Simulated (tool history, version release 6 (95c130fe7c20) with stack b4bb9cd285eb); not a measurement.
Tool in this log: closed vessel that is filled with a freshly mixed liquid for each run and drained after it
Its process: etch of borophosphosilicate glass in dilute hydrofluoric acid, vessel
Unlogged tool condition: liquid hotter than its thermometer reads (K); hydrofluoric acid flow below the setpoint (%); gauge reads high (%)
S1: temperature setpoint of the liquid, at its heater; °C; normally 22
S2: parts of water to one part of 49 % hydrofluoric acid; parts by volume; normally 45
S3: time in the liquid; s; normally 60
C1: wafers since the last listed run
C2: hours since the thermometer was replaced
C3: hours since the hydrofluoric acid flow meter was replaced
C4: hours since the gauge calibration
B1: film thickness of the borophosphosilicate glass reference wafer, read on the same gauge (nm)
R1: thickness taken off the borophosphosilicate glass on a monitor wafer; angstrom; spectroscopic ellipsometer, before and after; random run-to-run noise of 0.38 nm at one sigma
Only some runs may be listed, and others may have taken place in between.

| run | hour | S1 | S2 | S3 | C1 | C2 | C3 | C4 | B1 | R1 |
|---|---|---|---|---|---|---|---|---|---|---|
| 1 | 0 | 22 | 40 | 70 | 0 | 1721.8 | 234.3 | 2391.5 | 110 | 639.7 |
| 2 | 105.7 | 22 | 40 | 70 | 9901 | 1827.5 | 340 | 2497.2 | 109.97 | 637.7 |
| 3 | 163.9 | 21 | 45 | 60 | 5452 | 1885.7 | 398.2 | 2555.4 | 110 | 460.4 |
| 4 | 260.1 | 21 | 45 | 60 | 9011 | 1981.9 | 494.4 | 2651.6 | 109.99 | 460.2 |
| 5 | 353.9 | 21 | 45 | 60 | 8786 | 2075.7 | 588.2 | 2745.4 | 110 | 465 |
|  | 413.6 | hydrofluoric acid flow meter replaced |
| 6 | 418.4 | 22 | 45 | 60 | 5948 | 2140.2 | 4.8 | 2809.9 | 110 | 481.9 |
| 7 | 491.5 | 22 | 45 | 60 | 6847 | 2213.3 | 77.9 | 2883 | 109.99 | 477.2 |
| 8 | 573.3 | 22 | 45 | 60 | 7662 | 2295.1 | 159.7 | 2964.8 | 109.97 | 479.1 |
| 9 | 687.6 | 22 | 50 | 40 | 10707 | 2409.4 | 274 | 3079.1 | 110 | 286.1 |
| 10 | 748.4 | 22 | 50 | 40 | 5695 | 2470.2 | 334.8 | 3139.9 | 109.99 | 286.8 |
| 11 | 854.2 | 22 | 50 | 40 | 9911 | 2576 | 440.6 | 3245.7 | 110.02 | 288.7 |
|  | 888.2 | gauge calibrated |
| 12 | 899.3 | 22 | 45 | 60 | 4224 | 2621.1 | 485.7 | 11.1 | 110.01 | 477.7 |
|  | 926.3 | hydrofluoric acid flow meter replaced |
| 13 | 959.3 | 25.5 | 40 | 60 | 5526 | 2681.1 | 33 | 71.1 | 109.98 | 622.3 |
|  | 1078.1 | thermometer replaced |
| 14 | 1140.8 | 22 | 45 | 60 | 16908 | 62.7 | 214.5 | 252.6 | 109.99 | 483.3 |
| 15 | 1232.8 | 26.5 | 50 | 60 | 8618 | 154.7 | 306.5 | 344.6 | 110 | 515.8 |
| 16 | 1273.6 | 19.5 | 35 | 75 | 3822 | 195.5 | 347.3 | 385.4 | 109.97 | 706.1 |
| 17 | 1351.7 | 22 | 45 | 60 | 7316 | 273.6 | 425.4 | 463.5 | 109.99 | 484.1 |
| 18 | 1404 | 24.5 | 65 | 35 | 4899 | 325.9 | 477.7 | 515.8 | 110 | 210.3 |

What does the tool deliver on the next run?
| 19 | 1508.3 | 22 | 45 | 60 | 9770 | 430.2 | 582 | 620.1 | ? | ? |

{"run 19": {"B1": 109.99, "R1": 482.7}}
Had the tool carried no hidden state, the very same run would have given R1 482.7 angstrom.

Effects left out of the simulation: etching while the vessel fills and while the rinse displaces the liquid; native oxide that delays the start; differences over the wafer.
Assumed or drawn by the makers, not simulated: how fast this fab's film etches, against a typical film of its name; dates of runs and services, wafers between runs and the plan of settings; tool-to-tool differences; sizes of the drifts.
